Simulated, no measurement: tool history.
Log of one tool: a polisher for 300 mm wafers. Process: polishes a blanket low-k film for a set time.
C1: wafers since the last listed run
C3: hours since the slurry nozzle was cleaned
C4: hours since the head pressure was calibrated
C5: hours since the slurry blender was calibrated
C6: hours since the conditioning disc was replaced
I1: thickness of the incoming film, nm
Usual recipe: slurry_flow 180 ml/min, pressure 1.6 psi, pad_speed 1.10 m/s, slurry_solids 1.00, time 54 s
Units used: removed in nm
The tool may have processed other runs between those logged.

Run 1, hour 0.0: usual settings; C1 0; wafers polished on this pad 486; C3 442.0; C4 1182.5; C5 168.7; C6 117.2; I1 521.0. Result: removed 20.4 nm.
Run 2, hour 8.7: usual settings; C1 67; wafers polished on this pad 553; C3 450.7; C4 1191.2; C5 177.4; C6 125.9; I1 526.4. Result: removed 19.7 nm.
Run 3, hour 24.8: usual settings; C1 124; wafers polished on this pad 678; C3 466.8; C4 1207.3; C5 193.5; C6 142.0; I1 526.2. Result: removed 20.2 nm.
Run 4, hour 39.1: usual settings; C1 110; wafers polished on this pad 789; C3 481.1; C4 1221.6; C5 207.8; C6 156.3; I1 514.8. Result: removed 19.3 nm.
At hour 41.7: slurry blender recalibrated.
Run 5, hour 51.1: usual settings; C1 77; wafers polished on this pad 867; C3 493.1; C4 1233.6; C5 9.4; C6 168.3; I1 515.5. Result: removed 19.4 nm.
Run 6, hour 67.8: usual settings; C1 129; wafers polished on this pad 996; C3 509.8; C4 1250.3; C5 26.1; C6 185.0; I1 516.6. Result: removed 20.2 nm.
Run 7, hour 95.5: usual settings; C1 214; wafers polished on this pad 1211; C3 537.5; C4 1278.0; C5 53.8; C6 212.7; I1 523.1. Result: removed 19.6 nm.
At hour 101.2: worn pad replaced by a new one.
Run 8, hour 109.7: usual settings; C1 79; wafers polished on this pad 66; C3 551.7; C4 1292.2; C5 68.0; C6 226.9; I1 513.4. Result: removed 18.9 nm.
Run 9, hour 119.4: usual settings; C1 75; wafers polished on this pad 141; C3 561.4; C4 1301.9; C5 77.7; C6 236.6; I1 527.7. Result: removed 19.4 nm.
At hour 125.9: slurry nozzle cleaned.
Run 10, hour 126.7: usual settings; C1 48; wafers polished on this pad 190; C3 0.8; C4 1309.2; C5 85.0; C6 243.9; I1 516.5. Result: removed 21.8 nm.
At hour 131.1: head pressure recalibrated.
Run 11, hour 179.1: usual settings; C1 390; wafers polished on this pad 581; C3 53.2; C4 48.0; C5 137.4; C6 296.3; I1 519.6. Result: removed 20.6 nm.
At hour 190.6: conditioning disc replaced and pad reconditioned.
Run 12, hour 192.6: usual settings; C1 89; wafers polished on this pad 670; C3 66.7; C4 61.5; C5 150.9; C6 2.0; I1 527.8. Result: removed 22.3 nm.
Run 13, hour 212.1: usual settings but time 40 s; C1 151; wafers polished on this pad 821; C3 86.2; C4 81.0; C5 170.4; C6 21.5; I1 521.3. Result: removed 15.9 nm.
Run 14, hour 220.7: usual settings but slurry_solids 1.10, time 45 s; C1 66; wafers polished on this pad 888; C3 94.8; C4 89.6; C5 179.0; C6 30.1; I1 509.5. Result: removed 19.2 nm.
Run 15, hour 229.7: usual settings but pressure 2.1 psi, pad_speed 1.26 m/s; C1 69; wafers polished on this pad 957; C3 103.8; C4 98.6; C5 188.0; C6 39.1; I1 515.9. Result: removed 29.3 nm.
Run 16, hour 237.9: usual settings but slurry_flow 135 ml/min; C1 63; wafers polished on this pad 1021; C3 112.0; C4 106.8; C5 196.2; C6 47.3; I1 515.5. Result: removed 20.1 nm.
Run 17, hour 246.0: usual settings but slurry_flow 120 ml/min, pressure 1.8 psi, slurry_solids 1.25, time 65 s; C1 62; wafers polished on this pad 1084; C3 120.1; C4 114.9; C5 204.3; C6 55.4; I1 516.8. Result: removed 29.9 nm.
Run 18, hour 262.3: usual settings; C1 126; wafers polished on this pad 1210; C3 136.4; C4 131.2; C5 220.6; C6 71.7; I1 519.1. Result: removed 21.5 nm.
At hour 265.8: slurry blender recalibrated.
Run 19, hour 273.4: usual settings but slurry_flow 220 ml/min, pressure 2.0 psi, pad_speed 1.26 m/s, time 49 s; C1 70; wafers polished on this pad 1281; C3 147.5; C4 142.3; C5 7.6; C6 82.8; I1 526.4. Result: removed 25.9 nm.
At hour 281.7: worn pad replaced by a new one.
Run 20, hour 291.3: usual settings but pad_speed 1.22 m/s; C1 107; wafers polished on this pad 74; C3 165.4; C4 160.2; C5 25.5; C6 100.7; I1 528.6. Result: removed 22.9 nm.
Run 21, hour 308.7: usual settings but slurry_flow 135 ml/min; C1 134; wafers polished on this pad 209; C3 182.8; C4 177.6; C5 42.9; C6 118.1; I1 507.7. Result: removed 19.3 nm.
Run 22, hour 319.6: usual settings but time 72 s; C1 84; wafers polished on this pad 293; C3 193.7; C4 188.5; C5 53.8; C6 129.0; I1 515.9. Result: removed 27.7 nm.
Run 23, hour 361.3: usual settings but time 48 s; C1 323; wafers polished on this pad 617; C3 235.4; C4 230.2; C5 95.5; C6 170.7; I1 510.7. Result: removed 18.0 nm.
Run 24, hour 378.3: usual settings but slurry_flow 130 ml/min, pressure 1.1 psi; C1 131; wafers polished on this pad 749; C3 252.4; C4 247.2; C5 112.5; C6 187.7; I1 513.2. Result: removed 14.7 nm.
Run 25, hour 395.0: usual settings but pad_speed 0.80 m/s; C1 129; wafers polished on this pad 878; C3 269.1; C4 263.9; C5 129.2; C6 204.4; I1 511.0. Result: removed 15.9 nm.

A few steps of removed between consecutive runs. Split each: what settings, incoming material and random variation would produce without the hidden state, and what is left over for the hidden state, along with gauge scatter present in only one of the two compared results (measured, and without hidden state):
The hidden state here: removal rate lost through wear of the pad, %; slurry flow missing at the pad, %; deviation of the head's pressure from its setpoint, %; abrasive missing from the slurry, %; time polished since the conditioner stopped cutting, s.
Run 9 -> 10: slurry nozzle cleaned. removed +2.4 nm: hidden state +2.2, all else +0.2.
Run 11 -> 12: conditioning disc replaced and pad reconditioned. removed +1.7 nm: hidden state +1.2, all else +0.5.
Run 14 -> 15: pressure 1.6 -> 2.1, pad_speed 1.10 -> 1.26, slurry_solids 1.10 -> 1.00, time 45 -> 54. removed +10.1 nm: hidden state -0.7, all else +10.8.
Run 16 -> 17: slurry_flow 135 -> 120, pressure 1.6 -> 1.8, slurry_solids 1.00 -> 1.25, time 54 -> 65. removed +9.8 nm: hidden state -1.0, all else +10.8.
